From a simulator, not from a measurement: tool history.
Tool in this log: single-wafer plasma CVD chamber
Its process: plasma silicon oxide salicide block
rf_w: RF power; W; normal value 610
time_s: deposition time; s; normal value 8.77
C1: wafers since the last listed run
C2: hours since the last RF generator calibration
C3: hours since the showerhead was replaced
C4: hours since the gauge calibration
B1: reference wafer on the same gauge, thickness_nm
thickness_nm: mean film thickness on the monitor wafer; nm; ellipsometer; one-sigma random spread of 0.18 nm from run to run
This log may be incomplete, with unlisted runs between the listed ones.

run 1 hour=0.0 | rf_w=610 time_s=8.77 | C1=0 C2=805.4 C3=4996.2 C4=446.1 | B1=107.249 | thickness_nm=90.078
run 2 hour=47.8 | rf_w=610 time_s=8.77 | C1=1113 C2=853.2 C3=5044.0 C4=493.9 | B1=107.202 | thickness_nm=90.104
run 3 hour=69.7 | rf_w=610 time_s=8.77 | C1=509 C2=875.1 C3=5065.9 C4=515.8 | B1=107.165 | thickness_nm=90.008
run 4 hour=93.1 | rf_w=610 time_s=8.77 | C1=544 C2=898.5 C3=5089.3 C4=539.2 | B1=107.181 | thickness_nm=90.111
run 5 hour=114.1 | rf_w=610 time_s=8.77 | C1=489 C2=919.5 C3=5110.3 C4=560.2 | B1=107.273 | thickness_nm=89.930
run 6 hour=131.9 | rf_w=610 time_s=8.77 | C1=414 C2=937.3 C3=5128.1 C4=578.0 | B1=107.161 | thickness_nm=90.049
run 7 hour=225.3 | rf_w=655 time_s=7.42 | C1=2174 C2=1030.7 C3=5221.5 C4=671.4 | B1=107.224 | thickness_nm=77.022
run 8 hour=319.1 | rf_w=655 time_s=7.42 | C1=2184 C2=1124.5 C3=5315.3 C4=765.2 | B1=107.155 | thickness_nm=76.751
run 9 hour=346.0 | rf_w=610 time_s=9.47 | C1=626 C2=1151.4 C3=5342.2 C4=792.1 | B1=107.148 | thickness_nm=97.148
run 10 hour=380.6 | rf_w=610 time_s=9.47 | C1=805 C2=1186.0 C3=5376.8 C4=826.7 | B1=107.179 | thickness_nm=97.042
run 11 hour=412.8 | rf_w=610 time_s=9.47 | C1=749 C2=1218.2 C3=5409.0 C4=858.9 | B1=107.193 | thickness_nm=97.160
run 12 hour=432.8 | rf_w=645 time_s=8.77 | C1=465 C2=1238.2 C3=5429.0 C4=878.9 | B1=107.160 | thickness_nm=90.567
run 13 hour=459.8 | rf_w=645 time_s=8.77 | C1=628 C2=1265.2 C3=5456.0 C4=905.9 | B1=107.255 | thickness_nm=90.289
run 14 hour=473.3 | rf_w=610 time_s=8.77 | C1=314 C2=1278.7 C3=5469.5 C4=919.4 | B1=107.194 | thickness_nm=89.441
run 15 hour=505.1 | rf_w=610 time_s=8.77 | C1=740 C2=1310.5 C3=5501.3 C4=951.2 | B1=107.242 | thickness_nm=89.702
run 16 hour=534.7 | rf_w=585 time_s=8.77 | C1=689 C2=1340.1 C3=5530.9 C4=980.8 | B1=107.241 | thickness_nm=88.820
run 17 hour=548.5 | rf_w=585 time_s=8.77 | C1=321 C2=1353.9 C3=5544.7 C4=994.6 | B1=107.202 | thickness_nm=88.564
run 18 hour=561.5 | rf_w=610 time_s=7.92 | C1=302 C2=1366.9 C3=5557.7 C4=1007.6 | B1=107.143 | thickness_nm=80.743
run 19 hour=574.1 | rf_w=610 time_s=8.77 | C1=293 C2=1379.5 C3=5570.3 C4=1020.2 | B1=107.133 | thickness_nm=89.453
run 20 hour=587.7 | rf_w=555 time_s=7.60 | C1=316 C2=1393.1 C3=5583.9 C4=1033.8 | B1=107.180 | thickness_nm=76.306
run 21 hour=611.3 | rf_w=650 time_s=9.30 | C1=549 C2=1416.7 C3=5607.5 C4=1057.4 | B1=107.217 | thickness_nm=95.895
run 22 hour=633.8 | rf_w=540 time_s=7.48 | C1=523 C2=1439.2 C3=5630.0 C4=1079.9 | B1=107.182 | thickness_nm=74.767
-- hour=636.8 gauge calibrated
run 23 hour=665.4 | rf_w=730 time_s=7.89 | C1=735 C2=1470.8 C3=5661.6 C4=28.6 | B1=107.243 | thickness_nm=83.374
run 24 hour=699.1 | rf_w=610 time_s=8.77 | C1=784 C2=1504.5 C3=5695.3 C4=62.3 | B1=107.229 | thickness_nm=89.122
run 25 hour=716.4 | rf_w=585 time_s=8.77 | C1=402 C2=1521.8 C3=5712.6 C4=79.6 | B1=107.229 | thickness_nm=88.722
-- hour=799.9 showerhead replaced
run 26 hour=815.0 | rf_w=490 time_s=9.25 | C1=2109 C2=1620.4 C3=15.1 C4=178.2 | B1=107.261 | thickness_nm=90.388
run 27 hour=832.7 | rf_w=610 time_s=8.77 | C1=412 C2=1638.1 C3=32.8 C4=195.9 | B1=107.155 | thickness_nm=89.127
-- hour=853.4 RF generator calibrated
run 28 hour=853.9 | rf_w=515 time_s=7.35 | C1=307 C2=0.5 C3=54.0 C4=217.1 | B1=107.213 | thickness_nm=73.262
run 29 hour=930.9 | rf_w=610 time_s=9.29 | C1=1793 C2=77.5 C3=131.0 C4=294.1 | B1=107.220 | thickness_nm=95.880
run 30 hour=949.1 | rf_w=680 time_s=8.31 | C1=423 C2=95.7 C3=149.2 C4=312.3 | B1=107.093 | thickness_nm=87.411
run 31 hour=976.9 | rf_w=525 time_s=9.29 | C1=647 C2=123.5 C3=177.0 C4=340.1 | B1=107.222 | thickness_nm=92.789
run 32 hour=1055.8 | rf_w=610 time_s=8.77 | C1=1837 C2=202.4 C3=255.9 C4=419.0 | B1=107.165 | thickness_nm=90.635
run 33 hour=1075.7 | rf_w=610 time_s=9.84 | C1=463 C2=222.3 C3=275.8 C4=438.9 | B1=107.152 | thickness_nm=101.471
run 34 hour=1105.2 | rf_w=670 time_s=9.95 | C1=686 C2=251.8 C3=305.3 C4=468.4 | B1=107.252 | thickness_nm=104.436
run 35 hour=1118.4 | rf_w=575 time_s=8.77 | C1=307 C2=265.0 C3=318.5 C4=481.6 | B1=107.208 | thickness_nm=89.524
run 36 hour=1130.4 | rf_w=505 time_s=9.88 | C1=279 C2=277.0 C3=330.5 C4=493.6 | B1=107.222 | thickness_nm=98.584
run 37 hour=1208.3 | rf_w=525 time_s=9.33 | C1=1813 C2=354.9 C3=408.4 C4=571.5 | B1=107.153 | thickness_nm=93.357

How the hidden state differs across the entries between the runs, from the last listed run before each to the first after it:
Logged between run 22 and run 23: gauge calibrated (hour 636.8)
  delivered RF power above the setpoint (%): -5.88 -> -6.1
  measured minus no-state result, thickness_nm: -0.820 -> -0.951 nm
Logged between run 25 and run 26: showerhead replaced (hour 799.9)
  delivered RF power above the setpoint (%): -6.48 -> -7.24
  measured minus no-state result, thickness_nm: -1.076 -> -1.228 nm
Logged between run 27 and run 28: RF generator calibrated (hour 853.4)
  delivered RF power above the setpoint (%): -7.38 -> -0.106
  measured minus no-state result, thickness_nm: -1.235 -> -0.014 nm
